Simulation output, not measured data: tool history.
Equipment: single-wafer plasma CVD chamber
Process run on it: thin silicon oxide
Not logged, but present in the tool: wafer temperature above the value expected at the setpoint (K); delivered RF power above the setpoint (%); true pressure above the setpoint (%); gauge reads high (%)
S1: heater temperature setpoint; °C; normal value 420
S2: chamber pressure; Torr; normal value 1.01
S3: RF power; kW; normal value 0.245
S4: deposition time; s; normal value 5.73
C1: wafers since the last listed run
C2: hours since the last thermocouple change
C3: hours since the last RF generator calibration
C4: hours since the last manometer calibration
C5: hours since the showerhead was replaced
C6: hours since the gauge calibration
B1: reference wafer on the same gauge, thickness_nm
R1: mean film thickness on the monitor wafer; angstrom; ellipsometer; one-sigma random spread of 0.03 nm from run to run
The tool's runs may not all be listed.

| run | hour | S1 | S2 | S3 | S4 | C1 | C2 | C3 | C4 | C5 | C6 | B1 | R1 |
|---|---|---|---|---|---|---|---|---|---|---|---|---|---|
| 1 | 0.0 | 420 | 1.01 | 0.245 | 5.73 | 0 | 2592.0 | 1603.2 | 82.5 | 269.5 | 2196.7 | 9.596 | 107.72 |
|  | 40.9 | thermocouple changed; heater temperature recalibrated |
| 2 | 41.4 | 420 | 1.01 | 0.245 | 5.73 | 1834 | 0.5 | 1644.6 | 123.9 | 310.9 | 2238.1 | 9.603 | 108.13 |
| 3 | 87.0 | 420 | 1.01 | 0.245 | 5.73 | 2504 | 46.1 | 1690.2 | 169.5 | 356.5 | 2283.7 | 9.613 | 107.83 |
| 4 | 141.3 | 420 | 1.01 | 0.245 | 5.73 | 2981 | 100.4 | 1744.5 | 223.8 | 410.8 | 2338.0 | 9.593 | 107.89 |
| 5 | 176.8 | 415 | 1.01 | 0.245 | 5.73 | 1949 | 135.9 | 1780.0 | 259.3 | 446.3 | 2373.5 | 9.592 | 107.47 |
| 6 | 232.7 | 432 | 1.01 | 0.270 | 6.37 | 3069 | 191.8 | 1835.9 | 315.2 | 502.2 | 2429.4 | 9.600 | 123.09 |
| 7 | 270.9 | 406 | 1.18 | 0.215 | 6.04 | 2097 | 230.0 | 1874.1 | 353.4 | 540.4 | 2467.6 | 9.598 | 121.57 |
|  | 282.2 | capacitance manometer re-zeroed and calibrated, repeated, since the last time left the tool worse |
|  | 301.4 | RF generator calibrated |
| 8 | 333.3 | 430 | 1.26 | 0.230 | 6.74 | 2548 | 292.4 | 31.9 | 51.1 | 602.8 | 2530.0 | 9.606 | 145.48 |
| 9 | 368.4 | 429 | 1.09 | 0.245 | 5.73 | 1927 | 327.5 | 67.0 | 86.2 | 637.9 | 2565.1 | 9.602 | 116.09 |
| 10 | 427.8 | 420 | 1.01 | 0.225 | 5.73 | 3261 | 386.9 | 126.4 | 145.6 | 697.3 | 2624.5 | 9.599 | 106.50 |
| 11 | 485.1 | 420 | 0.76 | 0.245 | 5.18 | 3146 | 444.2 | 183.7 | 202.9 | 754.6 | 2681.8 | 9.589 | 73.41 |
|  | 528.9 | gauge calibrated |
| 12 | 555.4 | 412 | 1.01 | 0.275 | 6.19 | 3860 | 514.5 | 254.0 | 273.2 | 824.9 | 26.5 | 9.596 | 126.57 |
| 13 | 582.1 | 420 | 1.18 | 0.245 | 5.28 | 1466 | 541.2 | 280.7 | 299.9 | 851.6 | 53.2 | 9.605 | 114.76 |
| 14 | 648.4 | 420 | 1.01 | 0.245 | 5.73 | 3640 | 607.5 | 347.0 | 366.2 | 917.9 | 119.5 | 9.598 | 110.11 |
| 15 | 694.0 | 410 | 1.01 | 0.205 | 5.73 | 2504 | 653.1 | 392.6 | 411.8 | 963.5 | 165.1 | 9.593 | 101.59 |
| 16 | 727.9 | 420 | 0.88 | 0.285 | 5.25 | 1861 | 687.0 | 426.5 | 445.7 | 997.4 | 199.0 | 9.595 | 93.67 |
| 17 | 757.7 | 420 | 1.01 | 0.245 | 5.25 | 1636 | 716.8 | 456.3 | 475.5 | 1027.2 | 228.8 | 9.592 | 100.53 |
| 18 | 807.7 | 420 | 1.01 | 0.265 | 5.73 | 2745 | 766.8 | 506.3 | 525.5 | 1077.2 | 278.8 | 9.598 | 113.41 |
| 19 | 874.5 | 406 | 1.01 | 0.220 | 5.73 | 3668 | 833.6 | 573.1 | 592.3 | 1144.0 | 345.6 | 9.603 | 104.45 |
| 20 | 915.1 | 420 | 1.01 | 0.260 | 5.44 | 2229 | 874.2 | 613.7 | 632.9 | 1184.6 | 386.2 | 9.595 | 106.68 |
| 21 | 979.3 | 420 | 1.01 | 0.245 | 5.73 | 3525 | 938.4 | 677.9 | 697.1 | 1248.8 | 450.4 | 9.599 | 109.33 |
| 22 | 1015.8 | 420 | 1.11 | 0.245 | 5.73 | 2004 | 974.9 | 714.4 | 733.6 | 1285.3 | 486.9 | 9.600 | 117.27 |
| 23 | 1069.4 | 420 | 1.01 | 0.275 | 5.73 | 2943 | 1028.5 | 768.0 | 787.2 | 1338.9 | 540.5 | 9.596 | 115.02 |
| 24 | 1116.7 | 425 | 1.01 | 0.245 | 5.30 | 2597 | 1075.8 | 815.3 | 834.5 | 1386.2 | 587.8 | 9.600 | 100.47 |
| 25 | 1153.6 | 420 | 0.88 | 0.285 | 5.25 | 2026 | 1112.7 | 852.2 | 871.4 | 1423.1 | 624.7 | 9.593 | 92.88 |
| 26 | 1208.4 | 420 | 1.01 | 0.245 | 5.73 | 3009 | 1167.5 | 907.0 | 926.2 | 1477.9 | 679.5 | 9.604 | 108.55 |
|  | 1240.1 | capacitance manometer re-zeroed and calibrated |
| 27 | 1250.9 | 415 | 1.01 | 0.285 | 6.06 | 1894 | 1210.0 | 949.5 | 10.8 | 1520.4 | 722.0 | 9.595 | 125.91 |
| 28 | 1299.2 | 420 | 1.01 | 0.245 | 5.73 | 2652 | 1258.3 | 997.8 | 59.1 | 1568.7 | 770.3 | 9.603 | 110.59 |

4 ways to go on from here, each from the tool as it stands after run 28. What would each give?
| A | 1299.6 | 430 | 1.01 | 0.245 | 5.73 | 21 | 1258.7 | 998.2 | 59.5 | 1569.1 | 770.7 | ? | ? |
| B | 1299.6 | 412 | 0.83 | 0.245 | 6.56 | 21 | 1258.7 | 998.2 | 59.5 | 1569.1 | 770.7 | ? | ? |
| C | 1299.6 | 408 | 1.01 | 0.245 | 5.73 | 21 | 1258.7 | 998.2 | 59.5 | 1569.1 | 770.7 | ? | ? |
| D | 1299.6 | 420 | 0.83 | 0.245 | 6.79 | 21 | 1258.7 | 998.2 | 59.5 | 1569.1 | 770.7 | ? | ? |

| run | B1 | R1 |
|---|---|---|
| A | 9.599 | 109.93 |
| B | 9.599 | 104.31 |
| C | 9.599 | 111.73 |
| D | 9.599 | 107.33 |
Stripped of hidden state, with their random variation kept, the same runs would have yielded:
| run | R1 |
|---|---|
| A | 109.93 |
| B | 104.31 |
| C | 111.72 |
| D | 107.32 |

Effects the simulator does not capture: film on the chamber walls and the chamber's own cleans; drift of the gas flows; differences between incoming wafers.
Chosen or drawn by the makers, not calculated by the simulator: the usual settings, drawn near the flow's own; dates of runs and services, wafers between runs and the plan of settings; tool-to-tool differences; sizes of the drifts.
